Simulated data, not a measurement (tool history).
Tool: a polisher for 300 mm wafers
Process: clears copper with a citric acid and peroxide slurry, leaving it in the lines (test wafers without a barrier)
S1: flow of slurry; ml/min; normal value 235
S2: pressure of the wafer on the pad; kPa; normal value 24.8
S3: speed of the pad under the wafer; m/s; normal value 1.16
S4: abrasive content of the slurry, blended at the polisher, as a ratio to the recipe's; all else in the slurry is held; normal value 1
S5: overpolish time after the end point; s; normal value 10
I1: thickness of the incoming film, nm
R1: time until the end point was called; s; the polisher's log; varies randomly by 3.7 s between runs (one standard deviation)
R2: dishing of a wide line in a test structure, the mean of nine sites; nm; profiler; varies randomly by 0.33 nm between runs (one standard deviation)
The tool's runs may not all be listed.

run,day,S1,S2,S3,S4,S5,I1,R1,R2
1,0,235,24.8,1.16,1,8,503.9,235.9,14.3
# day 3.508: head pressure recalibrated
2,4.121,235,24.8,1.16,1,8,511.6,221.8,16.1
# day 4.854: slurry blender recalibrated
# day 7.417: worn pad replaced by a new one
3,7.438,235,24.8,1.16,1,8,501.3,206.5,16.2
4,9.121,235,31,1.16,1,10,514.4,186.5,23.6
5,13.058,235,31,1.16,1,10,501.5,182.8,22.5
6,17.417,235,31,1.16,1,10,513,189,23
# day 18.583: slurry blender recalibrated
7,19.792,235,24.8,1.16,1,12,510.1,212.6,24.1
8,21.542,235,24.8,1.16,1,5,505.5,207.9,10.7
# day 22.892: worn pad replaced by a new one
# day 23.438: slurry nozzle cleaned
9,23.629,235,29.6,1.16,1,10,515.2,190.8,21.6
# day 33.362: slurry blender recalibrated
10,36.367,235,29.6,1.16,1,10,512.9,194.4,22.3
# day 38.217: worn pad replaced by a new one
11,40.083,235,29.6,1.16,1.3,8,513.8,193.6,18.4
12,41.825,235,20.7,1.36,1,10,509.1,230.7,18.5
13,45.621,235,24.8,1.36,1,10,515,204.7,20.5
# day 47.279: slurry blender recalibrated
# day 49.571: slurry nozzle cleaned
14,49.992,265,24.8,1.16,1.25,12,507.5,224.9,23.2

Expected results for the next run?
# day 50.662: head pressure recalibrated
15,54.204,235,24.8,1.16,1,10,507.3,?,?

{"run 15": {"R1": 220.7, "R2": 20.3}}
If the tool had no hidden condition, the same run with the same run-to-run variation would have returned R1 207.1 s, R2 21.5 nm.
